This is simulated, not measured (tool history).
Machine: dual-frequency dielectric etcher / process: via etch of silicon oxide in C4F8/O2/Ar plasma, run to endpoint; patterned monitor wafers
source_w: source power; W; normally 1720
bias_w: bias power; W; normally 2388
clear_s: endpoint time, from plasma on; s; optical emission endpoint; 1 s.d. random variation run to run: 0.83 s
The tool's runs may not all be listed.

| run | hour | source_w | bias_w | incoming incoming film thickness, nm | clear_s |
|---|---|---|---|---|---|
| 1 | 0 | 1720 | 2388 | 1358.3 | 251.7 |
| 2 | 54.7 | 1720 | 2388 | 1363.5 | 250.2 |
| 3 | 103.4 | 1720 | 2388 | 1366.5 | 250.1 |
| 4 | 160 | 1860 | 2812 | 1359.7 | 232.6 |
|  | 193.3 | wet clean of the chamber |
| 5 | 193.8 | 1860 | 2812 | 1373.7 | 245.1 |
| 6 | 216.1 | 1860 | 2812 | 1357.3 | 242.5 |
| 7 | 274 | 1830 | 2210 | 1378.8 | 257.7 |
| 8 | 408.2 | 1830 | 2210 | 1369.1 | 253.6 |
| 9 | 432.5 | 1720 | 2007 | 1352.1 | 258.9 |
| 10 | 475.8 | 1720 | 2007 | 1366.7 | 261 |
|  | 554.8 | wet clean of the chamber |
| 11 | 555.3 | 1720 | 2007 | 1367.7 | 284.5 |
|  | 598.2 | bias power generator calibrated |
| 12 | 683.7 | 1720 | 2388 | 1368.8 | 271 |
| 13 | 736.2 | 1720 | 2388 | 1343.9 | 263.4 |
|  | 761.9 | upper electrode replaced |
| 14 | 771.6 | 1720 | 2388 | 1366.1 | 269.4 |
| 15 | 831.4 | 1720 | 2388 | 1367.5 | 267.9 |
| 16 | 900.1 | 1720 | 2388 | 1353.8 | 262.3 |
|  | 926.9 | wet clean of the chamber, repeated, since the last time left the tool worse |
| 17 | 935.8 | 1720 | 1821 | 1357.6 | 271.2 |

Expected results for the next run?
| 18 | 994.8 | 2020 | 2537 | 1368.3 | ? |

Run 18 produced clear_s 240.7 s.
Had the tool carried no hidden state, the very same run would have given clear_s 242.5 s.
